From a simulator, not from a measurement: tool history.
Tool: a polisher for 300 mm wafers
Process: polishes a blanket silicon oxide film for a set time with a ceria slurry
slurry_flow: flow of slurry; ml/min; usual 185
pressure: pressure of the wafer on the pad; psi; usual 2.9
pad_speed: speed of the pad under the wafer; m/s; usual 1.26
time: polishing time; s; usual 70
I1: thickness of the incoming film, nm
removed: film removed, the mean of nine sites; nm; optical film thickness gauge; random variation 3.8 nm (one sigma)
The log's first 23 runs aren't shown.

Run 24, hour 352.8: usual settings but pressure 3.6 psi; I1 992.8. Result: removed 363.9 nm.
Run 25, hour 365.3: usual settings but slurry_flow 225 ml/min, pressure 2.4 psi, pad_speed 1.46 m/s; I1 1001.5. Result: removed 287.1 nm.
Run 26, hour 382.1: usual settings but slurry_flow 125 ml/min, time 89 s; I1 999.7. Result: removed 344.2 nm.
Run 27, hour 393.7: usual settings but slurry_flow 245 ml/min, pressure 2.4 psi, pad_speed 1.44 m/s, time 53 s; I1 1000.3. Result: removed 217.1 nm.
Run 28, hour 406.4: usual settings but slurry_flow 125 ml/min; I1 1003.2. Result: removed 270.5 nm.
Run 29, hour 415: usual settings but pressure 2.5 psi; I1 994.3. Result: removed 257 nm.
Run 30, hour 424: usual settings but slurry_flow 145 ml/min, time 53 s; I1 1000. Result: removed 214.1 nm.
Run 31, hour 441.7: usual settings but pressure 3.5 psi, pad_speed 1.52 m/s, time 82 s; I1 998.5. Result: removed 497.9 nm.
Run 32, hour 450.7: usual settings but slurry_flow 240 ml/min, pad_speed 0.96 m/s, time 94 s; I1 997.3. Result: removed 309.9 nm.
Run 33, hour 468.6: usual settings but pressure 3.4 psi, pad_speed 1.08 m/s, time 83 s; I1 1005.8. Result: removed 343.5 nm.

4 ways to go on from here, each from the tool as it stands after run 33. What would each give?
Run A, hour 469: usual settings but pad_speed 1.08 m/s; I1 1022.7. Result: removed ?.
Run B, hour 469: usual settings but slurry_flow 215 ml/min, pad_speed 0.86 m/s, time 52 s; I1 1022.7. Result: removed ?.
Run C, hour 469: usual settings but pressure 2.3 psi, pad_speed 1.06 m/s, time 86 s; I1 1022.7. Result: removed ?.
Run D, hour 469: usual settings but pressure 2.3 psi; I1 1022.7. Result: removed ?.

run  removed
  A    250.8
  B    151.9
  C    239.9
  D    232.1
Without the tool's hidden state the same runs would have given:
run  removed
  A    253.6
  B    153.3
  C    242.5
  D    234.6

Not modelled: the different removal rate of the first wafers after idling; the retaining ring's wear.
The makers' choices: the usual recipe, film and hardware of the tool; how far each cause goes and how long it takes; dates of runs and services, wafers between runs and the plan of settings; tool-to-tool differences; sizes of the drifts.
